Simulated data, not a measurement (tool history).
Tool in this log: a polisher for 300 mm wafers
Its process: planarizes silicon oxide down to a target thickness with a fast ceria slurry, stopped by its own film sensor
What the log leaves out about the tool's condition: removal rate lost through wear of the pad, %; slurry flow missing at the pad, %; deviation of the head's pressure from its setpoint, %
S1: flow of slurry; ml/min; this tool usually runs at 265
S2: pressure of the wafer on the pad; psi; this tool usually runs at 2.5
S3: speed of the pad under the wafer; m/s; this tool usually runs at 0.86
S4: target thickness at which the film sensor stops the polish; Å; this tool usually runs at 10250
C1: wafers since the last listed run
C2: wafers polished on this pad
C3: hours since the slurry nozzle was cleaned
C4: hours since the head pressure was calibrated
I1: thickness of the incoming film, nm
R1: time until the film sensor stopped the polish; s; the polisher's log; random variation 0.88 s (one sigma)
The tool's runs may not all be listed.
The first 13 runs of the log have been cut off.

run	day	S1	S2	S3	S4	C1	C2	C3	C4	I1	R1
14	40.242	265	2.5	0.86	10250	754	3223	757.1	516.2	1732.8	73.2
15	42.338	265	2.5	0.86	10250	682	3906	807.4	566.5	1763.9	78.2
# day 43.967: slurry nozzle cleaned
16	44.308	265	2.5	0.86	10250	628	4535	8.2	613.8	1758.1	71.4
# day 46.2: head pressure recalibrated
17	46.308	265	2.5	0.86	10250	624	5159	56.2	2.6	1757.7	72.7
18	50.683	265	2.5	0.86	10250	1425	6585	161.2	107.6	1757.1	73.8
# day 57.05: worn pad replaced by a new one
19	57.608	175	1.9	1.14	10250	2201	181	327.4	273.8	1790.9	80.3
20	61.971	300	2.5	0.86	10250	1421	1603	432.1	378.5	1793.8	76.8
21	64.95	180	2.5	1.14	10250	970	2573	503.6	450	1765.7	60.5
22	66.612	265	2.5	0.86	11790	541	3115	543.5	489.9	1774.4	59.8
23	69.4	265	1.9	0.78	10250	908	4023	610.4	556.8	1746.1	108
# day 72.875: slurry nozzle cleaned
24	72.896	265	2	0.86	10990	1125	5149	0.5	640.7	1740.8	78.7
25	76.771	265	2.5	0.86	8190	1262	6411	93.5	733.7	1760.7	93.3
# day 77.592: head pressure recalibrated
26	81.033	265	2.5	0.86	7820	1361	7773	195.8	82.6	1765.2	99
# day 81.529: worn pad replaced by a new one
27	83.5	265	2.5	0.66	9590	749	641	255	141.8	1766.4	102.3
28	87.496	265	1.7	1.04	11360	1301	1943	350.9	237.7	1775.4	76.3
29	93.738	195	2.1	1.04	11650	2033	3977	500.7	387.5	1762.6	62.7
30	98.204	265	2.5	0.86	10250	1455	5432	607.9	494.7	1757.5	75
31	100.312	265	2.5	0.98	10250	686	6119	658.5	545.3	1758.8	67.6
32	103	220	1.8	1.02	7860	875	6995	723	609.8	1733.9	120.2
# day 104.783: head pressure recalibrated
33	107.417	185	2.5	0.86	10250	1411	8406	829	63.2	1772.9	91.9
# day 108.438: slurry nozzle cleaned
# day 109.625: worn pad replaced by a new one
34	110.346	220	3	0.96	12800	886	235	45.8	133.5	1764.3	36.6
35	113.921	295	2.9	0.86	8400	1164	1400	131.6	219.3	1736.9	77.5
36	117.992	265	2.5	0.86	10250	1326	2726	229.3	317	1768.7	72.7
37	122.392	340	3.3	0.86	10250	1433	4160	334.9	422.6	1783.1	55.9

Each row is a separate what-if for the run after 37, all from the same tool condition, not one after another. Results?
A	122.408	265	2.1	0.86	10250	5	4165	335.3	423	1745.2	?
B	122.408	265	2.5	0.72	12020	5	4165	335.3	423	1745.2	?
C	122.408	265	3.3	0.86	10250	5	4165	335.3	423	1745.2	?

run	R1
A	85.6
B	64.8
C	54.5
Had the tool no hidden state, the same runs would have come out as:
run	R1
A	84.6
B	64
C	53.9
